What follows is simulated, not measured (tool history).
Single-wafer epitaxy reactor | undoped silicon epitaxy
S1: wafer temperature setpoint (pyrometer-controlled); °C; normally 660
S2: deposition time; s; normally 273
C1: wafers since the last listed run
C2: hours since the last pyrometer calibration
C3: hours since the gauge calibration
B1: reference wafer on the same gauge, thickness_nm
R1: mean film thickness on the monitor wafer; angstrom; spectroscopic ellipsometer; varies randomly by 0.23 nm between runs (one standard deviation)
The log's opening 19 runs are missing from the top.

| run | hour | S1 | S2 | C1 | C2 | C3 | B1 | R1 |
|---|---|---|---|---|---|---|---|---|
| 20 | 263.3 | 660 | 242 | 81 | 87.5 | 57.9 | 58.059 | 583.7 |
| 21 | 278 | 646 | 226 | 67 | 102.2 | 72.6 | 58.115 | 421.13 |
| 22 | 291.4 | 660 | 273 | 61 | 115.6 | 86 | 58.095 | 662.1 |
|  | 310.1 | pyrometer calibrated, repeated, since the last time left the tool worse |
| 23 | 310.6 | 660 | 273 | 51 | 0.5 | 105.2 | 58.137 | 595.14 |
| 24 | 322.7 | 668 | 221 | 55 | 12.6 | 117.3 | 58.137 | 556.97 |
| 25 | 334.8 | 668 | 221 | 55 | 24.7 | 129.4 | 58.159 | 557.46 |
| 26 | 347.2 | 660 | 228 | 56 | 37.1 | 141.8 | 58.09 | 496.65 |
| 27 | 355.8 | 660 | 237 | 39 | 45.7 | 150.4 | 58.097 | 519.04 |
| 28 | 373 | 660 | 256 | 78 | 62.9 | 167.6 | 58.14 | 556.54 |
| 29 | 387.4 | 671 | 308 | 65 | 77.3 | 182 | 58.062 | 822.91 |
| 30 | 406.4 | 660 | 273 | 86 | 96.3 | 201 | 58.086 | 594.84 |
| 31 | 423.2 | 651 | 273 | 76 | 113.1 | 217.8 | 58.128 | 498.22 |
| 32 | 432.6 | 652 | 323 | 42 | 122.5 | 227.2 | 58.172 | 606.65 |
| 33 | 449.1 | 652 | 273 | 75 | 139 | 243.7 | 58.055 | 512.57 |
| 34 | 460.4 | 670 | 273 | 51 | 150.3 | 255 | 58.055 | 713.04 |
| 35 | 474 | 656 | 237 | 62 | 163.9 | 268.6 | 58.124 | 478.84 |
| 36 | 489.5 | 660 | 273 | 70 | 179.4 | 284.1 | 58.042 | 596.44 |
| 37 | 497.8 | 656 | 225 | 37 | 187.7 | 292.4 | 58.076 | 455.25 |
| 38 | 514.8 | 675 | 321 | 77 | 204.7 | 309.4 | 58.078 | 924.14 |
| 39 | 523.6 | 666 | 239 | 40 | 213.5 | 318.2 | 58.121 | 579.19 |
| 40 | 537.5 | 660 | 273 | 63 | 227.4 | 332.1 | 58.134 | 589.61 |
| 41 | 554.8 | 653 | 304 | 79 | 244.7 | 349.4 | 58.133 | 575.96 |

Alternative continuations, all from the tool just after run 41; predict every row:
| A | 555.3 | 660 | 273 | 2 | 245.2 | 349.9 | ? | ? |
| B | 555.3 | 674 | 240 | 2 | 245.2 | 349.9 | ? | ? |
| C | 555.3 | 665 | 321 | 2 | 245.2 | 349.9 | ? | ? |

| run | B1 | R1 |
|---|---|---|
| A | 58.117 | 590.16 |
| B | 58.117 | 672.45 |
| C | 58.117 | 761.87 |
Take away the tool's hidden state, keep each run's random variation, and the runs would have read:
| run | R1 |
|---|---|
| A | 592 |
| B | 674.49 |
| C | 764.23 |
